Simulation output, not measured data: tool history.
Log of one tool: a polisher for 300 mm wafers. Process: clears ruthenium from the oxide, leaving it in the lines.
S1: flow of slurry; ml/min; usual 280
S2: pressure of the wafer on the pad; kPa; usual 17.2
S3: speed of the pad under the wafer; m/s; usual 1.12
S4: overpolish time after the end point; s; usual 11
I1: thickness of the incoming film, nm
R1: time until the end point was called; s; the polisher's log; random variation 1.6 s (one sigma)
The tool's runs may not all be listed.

run 1 hour=0.0 | S1=280 S2=17.2 S3=1.12 S4=11 | I1=122.3 | R1=98.4
run 2 hour=101.6 | S1=280 S2=17.2 S3=1.12 S4=11 | I1=121.4 | R1=101.5
-- hour=108.1 slurry nozzle cleaned
run 3 hour=176.6 | S1=280 S2=17.2 S3=1.12 S4=11 | I1=121.0 | R1=101.4
run 4 hour=229.4 | S1=280 S2=17.2 S3=1.12 S4=11 | I1=120.9 | R1=101.9
-- hour=258.1 worn pad replaced by a new one
run 5 hour=412.6 | S1=280 S2=17.2 S3=1.12 S4=11 | I1=120.1 | R1=104.4
run 6 hour=466.5 | S1=280 S2=17.2 S3=1.12 S4=11 | I1=120.9 | R1=107.0
-- hour=510.7 worn pad replaced by a new one
run 7 hour=534.2 | S1=280 S2=17.2 S3=1.12 S4=11 | I1=118.8 | R1=106.0
-- hour=574.6 head pressure recalibrated
run 8 hour=592.8 | S1=280 S2=17.2 S3=1.12 S4=11 | I1=120.5 | R1=95.3
-- hour=615.3 slurry nozzle cleaned
run 9 hour=645.3 | S1=280 S2=17.2 S3=1.12 S4=11 | I1=121.3 | R1=95.8
run 10 hour=691.0 | S1=230 S2=17.2 S3=1.12 S4=11 | I1=120.4 | R1=96.9
run 11 hour=759.6 | S1=355 S2=14.5 S3=0.74 S4=17 | I1=118.3 | R1=140.5
-- hour=795.9 worn pad replaced by a new one
run 12 hour=815.8 | S1=280 S2=17.2 S3=1.12 S4=9 | I1=119.1 | R1=92.7
run 13 hour=877.5 | S1=195 S2=14.5 S3=0.88 S4=8 | I1=118.2 | R1=134.6
run 14 hour=963.2 | S1=210 S2=13.1 S3=1.38 S4=4 | I1=120.9 | R1=109.4
run 15 hour=1007.1 | S1=280 S2=17.2 S3=1.12 S4=11 | I1=118.0 | R1=96.4
run 16 hour=1052.6 | S1=280 S2=17.2 S3=1.52 S4=16 | I1=120.2 | R1=79.3
-- hour=1078.6 worn pad replaced by a new one
run 17 hour=1152.3 | S1=315 S2=17.2 S3=1.12 S4=14 | I1=119.8 | R1=98.7
-- hour=1176.8 slurry nozzle cleaned
run 18 hour=1239.7 | S1=280 S2=17.2 S3=1.12 S4=11 | I1=119.5 | R1=100.7
run 19 hour=1300.1 | S1=190 S2=11.7 S3=1.12 S4=9 | I1=120.6 | R1=147.7
run 20 hour=1352.8 | S1=225 S2=17.2 S3=1.12 S4=6 | I1=118.2 | R1=106.1
-- hour=1370.1 worn pad replaced by a new one
run 21 hour=1422.3 | S1=280 S2=13.1 S3=1.12 S4=11 | I1=117.9 | R1=128.5

Forecast each of these 5 alternatives for the next run:
run A hour=1422.7 | S1=280 S2=17.2 S3=0.92 S4=11 | I1=119.5 | R1=?
run B hour=1422.7 | S1=280 S2=15.2 S3=1.36 S4=11 | I1=119.5 | R1=?
run C hour=1422.7 | S1=355 S2=21.4 S3=1.12 S4=11 | I1=119.5 | R1=?
run D hour=1422.7 | S1=320 S2=20.7 S3=1.26 S4=11 | I1=119.5 | R1=?
run E hour=1422.7 | S1=280 S2=11.7 S3=1.12 S4=15 | I1=119.5 | R1=?

run=A R1=115.5
run=B R1=99.9
run=C R1=81.5
run=D R1=78.2
run=E R1=143.9
Without the tool's hidden state the same runs would have given:
run=A R1=107.6
run=B R1=93.1
run=C R1=76.0
run=D R1=72.9
run=E R1=134.1

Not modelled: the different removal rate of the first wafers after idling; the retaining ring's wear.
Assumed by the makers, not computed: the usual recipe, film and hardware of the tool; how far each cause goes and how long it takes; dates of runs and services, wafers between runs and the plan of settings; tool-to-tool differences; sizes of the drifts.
